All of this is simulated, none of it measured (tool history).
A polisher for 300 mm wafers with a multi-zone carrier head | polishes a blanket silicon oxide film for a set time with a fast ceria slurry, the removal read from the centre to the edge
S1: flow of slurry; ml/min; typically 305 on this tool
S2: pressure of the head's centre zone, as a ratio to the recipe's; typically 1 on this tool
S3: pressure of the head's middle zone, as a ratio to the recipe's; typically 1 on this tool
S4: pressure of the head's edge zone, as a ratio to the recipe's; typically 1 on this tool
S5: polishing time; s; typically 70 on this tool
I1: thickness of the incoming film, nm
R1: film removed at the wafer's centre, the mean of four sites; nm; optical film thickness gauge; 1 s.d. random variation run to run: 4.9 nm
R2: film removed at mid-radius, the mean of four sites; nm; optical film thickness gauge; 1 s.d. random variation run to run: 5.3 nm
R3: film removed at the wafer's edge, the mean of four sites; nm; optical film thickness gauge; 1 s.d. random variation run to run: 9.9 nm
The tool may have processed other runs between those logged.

Run 1, day 0: usual settings but S5 52 s; I1 2814.2. Result: R1 495.7 nm, R2 486.3 nm, R3 508.3 nm.
Run 2, day 0.583: usual settings; I1 2866.8. Result: R1 663.1 nm, R2 650.1 nm, R3 665.4 nm.
Run 3, day 1.054: usual settings; I1 2888. Result: R1 650.6 nm, R2 653.9 nm, R3 650 nm.
Run 4, day 1.438: usual settings; I1 2867.7. Result: R1 649.1 nm, R2 648.6 nm, R3 651.3 nm.
At day 1.617: worn pad replaced by a new one.
Run 5, day 1.888: usual settings; I1 2833. Result: R1 694.4 nm, R2 697.9 nm, R3 723.5 nm.
Run 6, day 2.621: usual settings but S4 1.08, S5 76 s; I1 2896.4. Result: R1 744.7 nm, R2 745.5 nm, R3 776.8 nm.
At day 2.712: edge zone pressure recalibrated.
Run 7, day 2.962: usual settings but S4 1.08, S5 76 s; I1 2806.4. Result: R1 752 nm, R2 742 nm, R3 781.2 nm.
Run 8, day 3.279: usual settings but S4 0.96; I1 2875.4. Result: R1 673.6 nm, R2 667.7 nm, R3 686.2 nm.
At day 3.362: slurry nozzle cleaned.
Run 9, day 3.929: usual settings but S4 0.96; I1 2847.3. Result: R1 704.1 nm, R2 701.5 nm, R3 705.5 nm.
Run 10, day 4.496: usual settings; I1 2869.3. Result: R1 696.7 nm, R2 685 nm, R3 686.7 nm.
Run 11, day 5.158: usual settings but S2 0.89, S3 0.93; I1 2882.6. Result: R1 631 nm, R2 648.5 nm, R3 685.1 nm.
At day 5.583: worn pad replaced by a new one.
Run 12, day 5.604: usual settings but S1 265 ml/min; I1 2846.3. Result: R1 702.8 nm, R2 706.8 nm, R3 699.6 nm.
At day 6.162: carrier head's membrane replaced by a new one.
Run 13, day 6.275: usual settings but S2 1.09, S3 1.07, S4 0.93, S5 55 s; I1 2854.5. Result: R1 592.2 nm, R2 572 nm, R3 541.7 nm.
Run 14, day 6.533: usual settings but S4 1.06; I1 2881. Result: R1 694.2 nm, R2 691.4 nm, R3 729.5 nm.
At day 6.942: centre zone pressure recalibrated.
Run 15, day 6.996: usual settings but S1 400 ml/min, S4 0.89, S5 79 s; I1 2835. Result: R1 797.9 nm, R2 799.4 nm, R3 764.8 nm.
Run 16, day 7.446: usual settings; I1 2822.5. Result: R1 687.7 nm, R2 687.5 nm, R3 685.8 nm.
Run 17, day 8.012: usual settings; I1 2850.4. Result: R1 675.5 nm, R2 670.6 nm, R3 684.4 nm.
Run 18, day 8.738: usual settings but S1 270 ml/min, S2 1.04, S3 0.97, S4 0.9; I1 2851.2. Result: R1 687.2 nm, R2 642.4 nm, R3 614.8 nm.
Run 19, day 9.112: usual settings but S2 0.9; I1 2817.8. Result: R1 616.1 nm, R2 659.8 nm, R3 658.9 nm.
At day 9.533: worn pad replaced by a new one.
Run 20, day 9.754: usual settings but S4 0.96, S5 57 s; I1 2841.5. Result: R1 566.5 nm, R2 563.5 nm, R3 562.1 nm.
Run 21, day 10.225: usual settings but S2 0.93; I1 2861.2. Result: R1 658.1 nm, R2 688 nm, R3 687 nm.

What would each run have given without the hidden state, its run-to-run variation left as it was?
The tool's hidden condition here consists of: removal rate lost through wear of the pad, %; slurry flow missing at the pad, %; deviation of the centre zone's pressure from its setpoint, %; deviation of the edge zone's pressure from its setpoint, %.
run     R1     R2     R3
  1    549  536.1  554.8
  2  742.2  724.3  733.7
  3  734.4  734.6  722.7
  4  737.8  733.6    729
  5  735.7  735.7  754.6
  6  798.7  795.5  819.9
  7  811.2  796.4  829.2
  8  730.5  720.3  732.1
  9  738.3  735.2  738.3
 10  740.5  727.2  727.3
 11  681.1  698.9  735.9
 12  725.7  728.4  717.5
 13  619.2  596.6  562.2
 14  729.9  725.2    761
 15  842.4  842.2  802.1
 16  737.3  734.9  728.3
 17    733  725.2  734.9
 18  759.9  707.4    671
 19  683.9  729.5  722.6
 20  598.8  593.1  586.5
 21  701.8  730.7  722.9
